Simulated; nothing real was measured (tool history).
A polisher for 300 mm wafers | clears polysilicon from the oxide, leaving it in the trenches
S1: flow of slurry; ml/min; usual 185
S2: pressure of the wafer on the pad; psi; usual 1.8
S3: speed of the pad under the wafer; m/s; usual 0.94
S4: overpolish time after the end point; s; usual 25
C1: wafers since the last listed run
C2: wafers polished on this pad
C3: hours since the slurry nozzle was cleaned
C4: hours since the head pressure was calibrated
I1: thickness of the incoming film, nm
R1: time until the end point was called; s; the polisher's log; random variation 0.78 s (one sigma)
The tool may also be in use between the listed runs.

run,hour,S1,S2,S3,S4,C1,C2,C3,C4,I1,R1
1,0.0,145,1.8,0.94,25,0,534,343.2,385.0,336.9,47.5
2,7.0,145,1.8,0.94,25,54,589,350.2,392.0,333.4,46.9
3,48.2,145,1.8,0.94,25,323,912,391.4,433.2,335.6,47.5
4,55.8,185,1.8,0.94,25,59,971,399.0,440.8,339.1,45.1
5,72.6,185,1.8,0.94,25,131,1103,415.8,457.6,343.5,45.9
6,87.0,185,1.8,0.94,25,112,1216,430.2,472.0,335.7,45.5
7,96.6,185,1.7,0.94,30,75,1291,439.8,481.6,340.9,46.2
8,113.6,235,1.8,0.94,25,133,1424,456.8,498.6,340.0,44.4
# hour 117.8: worn pad replaced by a new one
9,125.3,235,1.8,0.94,25,60,58,468.5,510.3,337.6,41.7
# hour 134.0: slurry nozzle cleaned
10,137.1,185,1.8,0.94,25,84,143,3.1,522.1,335.7,47.9
11,146.3,185,1.8,0.94,25,72,215,12.3,531.3,339.2,48.7
# hour 150.3: head pressure recalibrated
12,157.1,185,1.8,1.06,25,69,284,23.1,6.8,347.3,44.3
13,166.0,185,1.8,0.94,25,69,354,32.0,15.7,339.0,50.2
14,174.0,185,1.8,0.94,32,62,416,40.0,23.7,334.6,50.1
15,186.4,185,1.8,0.94,25,97,514,52.4,36.1,336.8,51.2
# hour 193.4: slurry nozzle cleaned, repeated, since the last time left the tool worse
16,193.9,165,1.8,0.94,25,50,565,0.5,43.6,334.3,42.2
17,229.6,185,1.8,0.94,29,279,845,36.2,79.3,341.0,41.7
18,247.1,130,2.1,1.14,12,137,982,53.7,96.8,341.3,34.9
19,264.1,120,2.2,0.86,17,133,1115,70.7,113.8,337.6,43.6
20,271.5,185,1.8,0.94,25,58,1173,78.1,121.2,346.6,42.5
# hour 285.6: worn pad replaced by a new one
21,286.1,140,1.8,0.94,39,83,3,92.7,135.8,343.8,47.1

Forecast run 22:
22,297.0,235,1.4,0.72,33,85,89,103.6,146.7,336.8,?

{"run 22": {"R1": 64.1}}
Without the tool's hidden state the same run would have given R1 63.0 s.
